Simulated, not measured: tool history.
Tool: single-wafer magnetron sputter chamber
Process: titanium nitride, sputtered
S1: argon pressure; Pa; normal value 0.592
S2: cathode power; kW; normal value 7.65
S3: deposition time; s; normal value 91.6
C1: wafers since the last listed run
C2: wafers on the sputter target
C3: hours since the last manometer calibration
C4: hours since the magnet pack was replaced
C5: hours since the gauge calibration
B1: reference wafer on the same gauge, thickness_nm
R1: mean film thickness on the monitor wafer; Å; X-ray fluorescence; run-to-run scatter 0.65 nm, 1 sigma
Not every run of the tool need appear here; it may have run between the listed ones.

run,hour,S1,S2,S3,C1,C2,C3,C4,C5,B1,R1
1,0,0.592,7.65,91.6,0,4294,2047.4,3935.9,726.9,142.008,1264.09
2,19.1,0.592,7.65,91.6,377,4671,2066.5,3955,746,142.253,1272.68
3,35.3,0.592,7.65,91.6,319,4990,2082.7,3971.2,762.2,142.377,1263.2
4,61.2,0.592,7.65,91.6,511,5502,2108.6,3997.1,788.1,142.945,1253.5
5,87.5,0.592,8.6,91.6,519,6021,2134.9,4023.4,814.4,143.31,1422.14
6,111.4,0.592,8.6,91.6,471,6492,2158.8,4047.3,838.3,143.597,1423.4
7,141.4,0.592,7.65,91.6,592,7085,2188.8,4077.3,868.3,143.585,1264.22
8,165.7,0.592,7.65,91.6,479,7564,2213.1,4101.6,892.6,143.74,1279.46
# hour 172.1: gauge calibrated
# hour 196.7: sputter target and shields replaced
9,197.2,0.704,7.65,91.6,463,9,2244.6,4133.1,25.1,139.456,1179.44
10,217.1,0.592,7.65,91.6,392,402,2264.5,4153,45,139.279,1232.83
# hour 236.2: capacitance manometer re-zeroed and calibrated
11,236.8,0.592,7.65,91.6,230,633,0.6,4172.7,64.7,139.542,1242.78
12,264.9,0.592,7.65,91.6,554,1187,28.7,4200.8,92.8,139.422,1245.22
13,277.2,0.592,7.65,91.6,242,1430,41,4213.1,105.1,139.731,1248.01
14,295.8,0.592,7.65,91.6,367,1797,59.6,4231.7,123.7,139.566,1235
15,315.3,0.592,7.65,91.6,384,2182,79.1,4251.2,143.2,139.612,1231.22
16,331.4,0.592,7.65,91.6,317,2500,95.2,4267.3,159.3,139.795,1227.01
17,354.7,0.592,7.65,91.6,459,2960,118.5,4290.6,182.6,139.705,1239.4
18,387,0.592,7.65,91.6,637,3597,150.8,4322.9,214.9,140.135,1239.36
19,414,0.592,7.65,91.6,532,4130,177.8,4349.9,241.9,139.624,1252.25
20,449.7,0.472,7.65,107.4,704,4835,213.5,4385.6,277.6,140.032,1516.74
21,466.8,0.77,7.65,105.5,337,5173,230.6,4402.7,294.7,140.203,1342.09
22,484.9,0.592,7.65,91.6,357,5530,248.7,4420.8,312.8,140.406,1236.01
23,507.8,0.782,6.5,75,452,5982,271.6,4443.7,335.7,140.567,816.7
24,523.3,0.592,7.65,83.7,305,6288,287.1,4459.2,351.2,140.225,1131.82
# hour 543.4: magnet pack replaced
25,543.9,0.592,7.65,91.6,248,6537,307.7,0.5,371.8,140.42,1256
26,567.4,0.688,7.05,76.2,463,7001,331.2,24,395.3,140.816,920.3
27,591.2,0.468,7.65,91.6,469,7470,355,47.8,419.1,140.831,1296.54

Run 28 has not been measured yet. What should we expect?
28,613.2,0.811,6.95,100,434,7905,377,69.8,441.1,?,?

Logged for run 28: B1 140.764, R1 1146.67 Å.
Minus the tool's unlogged condition, the same run would have read R1 1131.59 Å.

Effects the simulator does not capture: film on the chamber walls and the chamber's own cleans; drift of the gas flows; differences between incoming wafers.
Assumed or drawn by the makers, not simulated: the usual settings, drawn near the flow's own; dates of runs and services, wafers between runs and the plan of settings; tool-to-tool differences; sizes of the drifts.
